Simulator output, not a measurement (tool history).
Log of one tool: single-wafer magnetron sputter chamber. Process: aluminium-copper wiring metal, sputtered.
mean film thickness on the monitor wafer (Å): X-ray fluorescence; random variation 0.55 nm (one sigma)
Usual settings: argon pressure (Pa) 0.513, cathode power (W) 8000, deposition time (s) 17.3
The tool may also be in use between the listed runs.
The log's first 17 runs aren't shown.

run	hour	argon pressure (Pa)	cathode power (W)	deposition time (s)	wafers since the last listed run	wafers on the sputter target	hours since the last manometer calibration	hours since the magnet pack was replaced	hours since the gauge calibration	read-back reference wafer on the same gauge, thickness_nm	mean film thickness on the monitor wafer (Å)
# hour 849.1: magnet pack replaced
18	893.1	0.341	6550	16.1	2190	16919	366.2	44	1313.5	276.042	1913.81
# hour 920.1: sputter target and shields replaced
19	931.8	0.592	8000	17.3	1497	570	404.9	82.7	1352.2	275.968	2288.07
20	970.3	0.513	6500	17.3	1878	2449	443.4	121.2	1390.7	275.753	1915.7
21	1021.1	0.363	6250	17.3	2478	4927	494.2	172	1441.5	276.299	1941.07
22	1061.2	0.46	6700	17.3	1956	6883	534.3	212.1	1481.6	275.915	2010.51
23	1118.5	0.373	6100	18.9	2795	9678	591.6	269.4	1538.9	276.038	2052.93
24	1180.8	0.707	8000	16	3039	12718	653.9	331.7	1601.2	276.165	2030.23
# hour 1183: gauge calibrated
25	1215.2	0.434	8000	16.2	1678	14396	688.3	366.1	32.2	275.907	2267.69
26	1274.6	0.456	8000	17.3	2897	17294	747.7	425.5	91.6	276.288	2395.22
27	1318.8	0.513	8000	17.3	2156	19450	791.9	469.7	135.8	276.181	2359.1
# hour 1352.4: sputter target and shields replaced
28	1366.4	0.363	6250	17.3	1931	682	839.5	517.3	183.4	275.771	1947.4
29	1427.8	0.68	8000	19.5	2995	3678	900.9	578.7	244.8	276.046	2498.49
30	1480.9	0.513	8000	17.3	2590	6268	954	631.8	297.9	276.086	2351.84
31	1519.6	0.456	8000	17.3	1887	8156	992.7	670.5	336.6	275.791	2396.45
32	1548.3	0.426	6850	20.2	1400	9556	1021.4	699.2	365.3	275.914	2424.47
33	1592.5	0.457	8000	16	2156	11712	1065.6	743.4	409.5	276.286	2229.02
34	1712.4	0.695	6550	20.4	5849	17562	1185.5	863.3	529.4	275.864	2125.62
35	1758.3	0.513	8950	13.8	2239	19801	1231.4	909.2	575.3	275.843	2099.11

4 ways to go on from here, each from the tool as it stands after run 35. What would each give?
A	1758.7	0.418	8000	17.3	19	19820	1231.8	909.6	575.7	?	?
B	1758.7	0.613	6800	20.6	19	19820	1231.8	909.6	575.7	?	?
C	1758.7	0.432	8000	17.3	19	19820	1231.8	909.6	575.7	?	?
D	1758.7	0.694	8000	14.4	19	19820	1231.8	909.6	575.7	?	?

run	read-back reference wafer on the same gauge, thickness_nm	mean film thickness on the monitor wafer (Å)
A	275.85	2437.02
B	275.85	2295.96
C	275.85	2424.34
D	275.85	1833.87
Without the tool's hidden state the same runs would have given:
run	mean film thickness on the monitor wafer (Å)
A	2437.02
B	2295.96
C	2424.34
D	1833.87
